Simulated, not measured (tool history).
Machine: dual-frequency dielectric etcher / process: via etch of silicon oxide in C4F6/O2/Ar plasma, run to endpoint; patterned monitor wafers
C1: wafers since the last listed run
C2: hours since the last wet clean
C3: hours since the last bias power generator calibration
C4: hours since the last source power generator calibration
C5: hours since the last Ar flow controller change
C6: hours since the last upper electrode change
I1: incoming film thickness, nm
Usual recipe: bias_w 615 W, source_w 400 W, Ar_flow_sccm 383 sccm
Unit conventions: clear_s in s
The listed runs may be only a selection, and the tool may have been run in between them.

Run 1, hour 0.0: usual settings; C1 0; C2 73.5; C3 3942.9; C4 2925.5; C5 2284.6; C6 2323.1; I1 117.0. Result: clear_s 25.0 s.
Run 2, hour 28.1: usual settings; C1 587; C2 101.6; C3 3971.0; C4 2953.6; C5 2312.7; C6 2351.2; I1 117.3. Result: clear_s 25.3 s.
Run 3, hour 103.2: usual settings but Ar_flow_sccm 356 sccm; C1 1569; C2 176.7; C3 4046.1; C4 3028.7; C5 2387.8; C6 2426.3; I1 118.0. Result: clear_s 25.2 s.
Run 4, hour 121.2: usual settings but Ar_flow_sccm 356 sccm; C1 376; C2 194.7; C3 4064.1; C4 3046.7; C5 2405.8; C6 2444.3; I1 118.6. Result: clear_s 25.4 s.
Run 5, hour 143.1: usual settings; C1 457; C2 216.6; C3 4086.0; C4 3068.6; C5 2427.7; C6 2466.2; I1 118.0. Result: clear_s 25.5 s.
Run 6, hour 176.9: usual settings; C1 706; C2 250.4; C3 4119.8; C4 3102.4; C5 2461.5; C6 2500.0; I1 116.7. Result: clear_s 25.3 s.
Run 7, hour 196.1: usual settings but source_w 370 W; C1 401; C2 269.6; C3 4139.0; C4 3121.6; C5 2480.7; C6 2519.2; I1 118.0. Result: clear_s 26.3 s.
Run 8, hour 217.2: usual settings; C1 440; C2 290.7; C3 4160.1; C4 3142.7; C5 2501.8; C6 2540.3; I1 117.1. Result: clear_s 25.3 s.
At hour 263.2: bias power generator calibrated.
At hour 266.8: upper electrode replaced.
Run 9, hour 267.3: usual settings; C1 886; C2 340.8; C3 4.1; C4 3192.8; C5 2551.9; C6 0.5; I1 117.4. Result: clear_s 25.3 s.
Run 10, hour 267.7: usual settings but Ar_flow_sccm 315 sccm; C1 8; C2 341.2; C3 4.5; C4 3193.2; C5 2552.3; C6 0.9; I1 118.4. Result: clear_s 25.1 s.
At hour 281.4: source power generator calibrated.
At hour 305.5: wet clean of the chamber.
Run 11, hour 306.0: usual settings but Ar_flow_sccm 315 sccm; C1 215; C2 0.5; C3 42.8; C4 24.6; C5 2590.6; C6 39.2; I1 117.5. Result: clear_s 24.6 s.
Run 12, hour 312.2: usual settings but Ar_flow_sccm 315 sccm; C1 129; C2 6.7; C3 49.0; C4 30.8; C5 2596.8; C6 45.4; I1 118.3. Result: clear_s 24.8 s.
At hour 345.9: Ar flow controller replaced.
Run 13, hour 346.4: usual settings; C1 589; C2 40.9; C3 83.2; C4 65.0; C5 0.5; C6 79.6; I1 118.3. Result: clear_s 25.4 s.
Run 14, hour 373.6: usual settings; C1 568; C2 68.1; C3 110.4; C4 92.2; C5 27.7; C6 106.8; I1 117.5. Result: clear_s 25.3 s.
Run 15, hour 404.4: usual settings but bias_w 656 W, source_w 340 W, Ar_flow_sccm 436 sccm; C1 643; C2 98.9; C3 141.2; C4 123.0; C5 58.5; C6 137.6; I1 117.1. Result: clear_s 26.7 s.
Run 16, hour 434.2: usual settings but bias_w 526 W, source_w 310 W, Ar_flow_sccm 293 sccm; C1 622; C2 128.7; C3 171.0; C4 152.8; C5 88.3; C6 167.4; I1 117.3. Result: clear_s 28.7 s.
Run 17, hour 466.0: usual settings but bias_w 468 W, source_w 430 W; C1 664; C2 160.5; C3 202.8; C4 184.6; C5 120.1; C6 199.2; I1 116.7. Result: clear_s 27.1 s.
Run 18, hour 499.1: usual settings but bias_w 730 W, source_w 340 W, Ar_flow_sccm 477 sccm; C1 691; C2 193.6; C3 235.9; C4 217.7; C5 153.2; C6 232.3; I1 117.0. Result: clear_s 26.0 s.
Run 19, hour 519.7: usual settings but bias_w 483 W, source_w 310 W, Ar_flow_sccm 476 sccm; C1 430; C2 214.2; C3 256.5; C4 238.3; C5 173.8; C6 252.9; I1 117.4. Result: clear_s 31.7 s.
Run 20, hour 533.8: usual settings but Ar_flow_sccm 289 sccm; C1 294; C2 228.3; C3 270.6; C4 252.4; C5 187.9; C6 267.0; I1 117.2. Result: clear_s 24.5 s.
Run 21, hour 550.0: usual settings but Ar_flow_sccm 470 sccm; C1 338; C2 244.5; C3 286.8; C4 268.6; C5 204.1; C6 283.2; I1 117.1. Result: clear_s 26.1 s.
Run 22, hour 579.8: usual settings but bias_w 657 W, source_w 350 W, Ar_flow_sccm 293 sccm; C1 622; C2 274.3; C3 316.6; C4 298.4; C5 233.9; C6 313.0; I1 116.5. Result: clear_s 25.0 s.
Run 23, hour 615.5: usual settings; C1 745; C2 310.0; C3 352.3; C4 334.1; C5 269.6; C6 348.7; I1 116.5. Result: clear_s 25.4 s.
Run 24, hour 633.0: usual settings but Ar_flow_sccm 316 sccm; C1 365; C2 327.5; C3 369.8; C4 351.6; C5 287.1; C6 366.2; I1 117.1. Result: clear_s 24.8 s.
Run 25, hour 650.0: usual settings but bias_w 741 W; C1 355; C2 344.5; C3 386.8; C4 368.6; C5 304.1; C6 383.2; I1 116.7. Result: clear_s 23.7 s.
Run 26, hour 681.7: usual settings but bias_w 671 W, source_w 300 W; C1 662; C2 376.2; C3 418.5; C4 400.3; C5 335.8; C6 414.9; I1 117.7. Result: clear_s 28.1 s.
Run 27, hour 707.3: usual settings but bias_w 737 W, source_w 320 W; C1 534; C2 401.8; C3 444.1; C4 425.9; C5 361.4; C6 440.5; I1 117.9. Result: clear_s 26.4 s.

Predict each of these 3 candidate next runs independently; none follows another, all start after run 27:
Run A, hour 707.7: usual settings but bias_w 469 W; C1 8; C2 402.2; C3 444.5; C4 426.3; C5 361.8; C6 440.9; I1 117.7. Result: clear_s ?.
Run B, hour 707.7: usual settings but bias_w 503 W, source_w 350 W; C1 8; C2 402.2; C3 444.5; C4 426.3; C5 361.8; C6 440.9; I1 117.7. Result: clear_s ?.
Run C, hour 707.7: usual settings but source_w 440 W, Ar_flow_sccm 470 sccm; C1 8; C2 402.2; C3 444.5; C4 426.3; C5 361.8; C6 440.9; I1 117.7. Result: clear_s ?.

run  clear_s
  A     28.5
  B     29.4
  C     25.5
The same runs, with their run-to-run variation unchanged, on a tool lacking any hidden condition would have given:
run  clear_s
  A     28.0
  B     28.9
  C     25.1
